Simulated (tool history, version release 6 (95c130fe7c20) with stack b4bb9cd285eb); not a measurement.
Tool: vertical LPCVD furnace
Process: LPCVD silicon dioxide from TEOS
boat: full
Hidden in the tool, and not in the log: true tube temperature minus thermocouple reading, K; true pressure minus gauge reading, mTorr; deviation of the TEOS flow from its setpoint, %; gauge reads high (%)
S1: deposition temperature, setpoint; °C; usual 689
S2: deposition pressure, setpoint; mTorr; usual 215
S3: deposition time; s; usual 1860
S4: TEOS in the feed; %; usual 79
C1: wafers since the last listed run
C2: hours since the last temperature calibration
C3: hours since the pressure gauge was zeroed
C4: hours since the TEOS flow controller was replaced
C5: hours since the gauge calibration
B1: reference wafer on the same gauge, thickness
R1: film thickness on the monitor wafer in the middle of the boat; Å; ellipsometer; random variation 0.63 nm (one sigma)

run	day	S1	S2	S3	S4	C1	C2	C3	C4	C5	B1	R1
1	0.000	682	215	1860	88	0	1406.4	1335.0	6042.3	200.5	152.91	1410.0
2	0.600	684	225	1860	79	181	1420.8	1349.4	6056.7	214.9	152.89	1428.4
3	1.096	689	215	1860	87	150	1432.7	1361.3	6068.6	226.8	152.99	1652.3
4	1.754	689	215	1860	79	199	1448.5	1377.1	6084.4	242.6	153.16	1581.2
5	2.217	689	215	1860	79	140	1459.6	1388.2	6095.5	253.7	152.90	1572.8
6	2.962	689	215	1860	88	226	1477.5	1406.1	6113.4	271.6	152.97	1674.5
7	3.212	689	215	1860	88	75	1483.5	1412.1	6119.4	277.6	152.93	1661.4
8	5.000	686	215	1860	79	541	1526.4	1455.0	6162.3	320.5	153.01	1474.1
9	5.267	689	185	2100	79	80	1532.8	1461.4	6168.7	326.9	153.05	1646.6
# day 5.350: gauge calibrated
10	5.871	689	185	2100	79	183	1547.3	1475.9	6183.2	12.5	152.83	1649.7
# day 7.096: thermocouples replaced and temperature profile calibrated
# day 7.096: TEOS flow controller replaced
11	7.117	695	245	1860	79	74	0.5	1505.8	0.5	42.4	152.79	1939.9
12	7.267	689	215	2070	79	45	4.1	1509.4	4.1	46.0	153.20	1769.7
13	7.421	689	215	2340	79	46	7.8	1513.1	7.8	49.7	153.01	1963.3
14	7.571	689	215	1860	87	45	11.4	1516.7	11.4	53.3	152.97	1655.9
15	7.921	689	215	1860	79	106	19.8	1525.1	19.8	61.7	152.83	1585.2
16	8.667	689	215	1860	79	226	37.7	1543.0	37.7	79.6	153.04	1580.9
# day 9.954: pressure gauge zeroed
17	9.975	689	215	1860	79	93	69.1	0.5	69.1	111.0	153.03	1582.7
18	10.125	682	180	1860	79	45	72.7	4.1	72.7	114.6	152.95	1211.9
19	10.496	689	215	1860	79	112	81.6	13.0	81.6	123.5	152.91	1576.6
20	10.954	701	215	1380	79	138	92.6	24.0	92.6	134.5	152.87	1552.9
21	11.388	685	215	2550	87	131	103.0	34.4	103.0	144.9	153.08	2069.6
22	12.150	689	215	2190	69	231	121.3	52.7	121.3	163.2	152.99	1733.0
23	12.867	689	240	1860	69	217	138.5	69.9	138.5	180.4	152.98	1557.2
24	13.396	682	215	1860	79	160	151.2	82.6	151.2	193.1	153.06	1333.3
25	13.762	689	215	2190	69	111	160.0	91.4	160.0	201.9	152.85	1734.4
26	14.346	689	215	2400	92	176	174.0	105.4	174.0	215.9	152.88	2182.9
27	14.804	689	215	1860	79	138	185.0	116.4	185.0	226.9	152.92	1573.2
28	15.288	689	250	1620	79	146	196.6	128.0	196.6	238.5	153.02	1474.8
29	15.558	697	215	1860	79	82	203.1	134.5	203.1	245.0	153.06	1918.6
30	16.296	689	215	2160	79	223	220.8	152.2	220.8	262.7	152.99	1831.0

Hidden state at the last listed run before each entry between runs and at the first one after, where it differs:
Between runs 9 and 10: gauge calibrated (day 5.350)
  no hidden state differs between the two runs
Between runs 10 and 11: thermocouples replaced and temperature profile calibrated (day 7.096); TEOS flow controller replaced (day 7.096)
  no hidden state differs between the two runs
Between runs 16 and 17: pressure gauge zeroed (day 9.954)
  no hidden state differs between the two runs
